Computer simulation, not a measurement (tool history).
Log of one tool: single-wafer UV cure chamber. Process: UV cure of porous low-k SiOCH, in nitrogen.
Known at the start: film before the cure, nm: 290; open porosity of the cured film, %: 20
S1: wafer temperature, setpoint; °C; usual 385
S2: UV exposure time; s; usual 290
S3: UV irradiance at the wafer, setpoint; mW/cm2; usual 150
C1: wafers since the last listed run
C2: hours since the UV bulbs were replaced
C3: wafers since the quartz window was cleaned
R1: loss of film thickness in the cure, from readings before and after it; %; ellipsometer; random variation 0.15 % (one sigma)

run,hour,S1,S2,S3,C1,C2,C3,R1
1,0.0,385,335,150,0,2306.3,2086,13.008
# hour 25.2: quartz window cleaned
2,29.4,392,290,150,126,2335.7,25,12.433
3,59.3,385,290,150,176,2365.6,202,12.030
4,72.5,385,290,150,78,2378.8,280,12.123
5,90.5,385,290,150,106,2396.8,386,12.230
6,102.5,385,290,128,71,2408.8,457,11.414
7,121.1,385,290,128,110,2427.4,567,11.372
8,143.0,385,290,150,129,2449.3,697,11.963
9,175.6,385,290,163,192,2481.9,890,12.451
10,205.8,385,255,150,178,2512.1,1068,11.748
11,272.1,385,255,150,392,2578.4,1461,11.614
12,295.5,385,290,150,138,2601.8,1599,12.009
# hour 311.0: UV bulbs replaced
13,320.8,385,290,150,102,9.8,1702,14.034
14,344.3,385,290,176,139,33.3,1841,14.747
15,384.1,385,290,159,235,73.1,2076,14.183
16,412.0,385,290,159,165,101.0,2241,13.865
17,426.0,385,290,159,82,115.0,2324,13.842
# hour 434.7: quartz window cleaned
18,442.5,385,290,150,50,131.5,45,13.890
19,473.1,385,290,122,181,162.1,226,12.896
20,505.0,385,400,150,188,194.0,415,14.860
21,538.5,385,290,124,198,227.5,613,12.641
22,569.2,375,290,167,181,258.2,795,13.748
23,587.8,385,175,122,110,276.8,905,10.284
24,608.5,366,355,176,122,297.5,1028,14.615
25,633.5,365,290,139,147,322.5,1176,12.849
26,649.1,401,390,150,92,338.1,1268,14.887
27,664.3,385,290,150,89,353.3,1358,13.449
28,677.6,385,235,123,78,366.6,1437,11.762
29,713.1,385,290,133,210,402.1,1647,12.780
30,726.3,391,290,150,78,415.3,1725,13.490
31,759.3,385,215,150,195,448.3,1920,12.153
# hour 767.8: quartz window cleaned
32,783.8,369,290,165,97,472.8,94,13.430
33,806.7,385,290,150,135,495.7,229,12.962
34,825.3,379,290,150,110,514.3,339,13.111
35,843.3,385,290,150,106,532.3,446,13.141
36,871.7,374,120,177,168,560.7,614,9.841
37,883.8,385,290,150,71,572.8,686,13.073
38,900.1,385,375,150,96,589.1,782,14.225
39,924.9,377,355,123,146,613.9,929,13.132
40,954.8,385,175,150,176,643.8,1106,10.821

Hidden state or all else? Some run-to-run changes of R1, split into what the settings, what came in and random variation would give without the hidden state, and what is left for the hidden state (with any gauge scatter that isn't in both results):
The hidden state here: lamp output below its setpoint, %; transmission lost against a clean window, %.
Run 12 -> 13: UV bulbs replaced. R1 +2.025 %: hidden state +1.833, all else +0.192.
Run 14 -> 15: S3 176 -> 159. R1 -0.564 %: hidden state -0.069, all else -0.495.
Run 22 -> 23: S1 375 -> 385, S2 290 -> 175, S3 167 -> 122. R1 -3.464 %: hidden state +0.008, all else -3.472.
Run 23 -> 24: S1 385 -> 366, S2 175 -> 355, S3 122 -> 176. R1 +4.331 %: hidden state -0.067, all else +4.398.
Run 35 -> 36: S1 385 -> 374, S2 290 -> 120, S3 150 -> 177. R1 -3.300 %: hidden state +0.024, all else -3.324.
Run 36 -> 37: S1 374 -> 385, S2 120 -> 290, S3 177 -> 150. R1 +3.232 %: hidden state -0.072, all else +3.304.
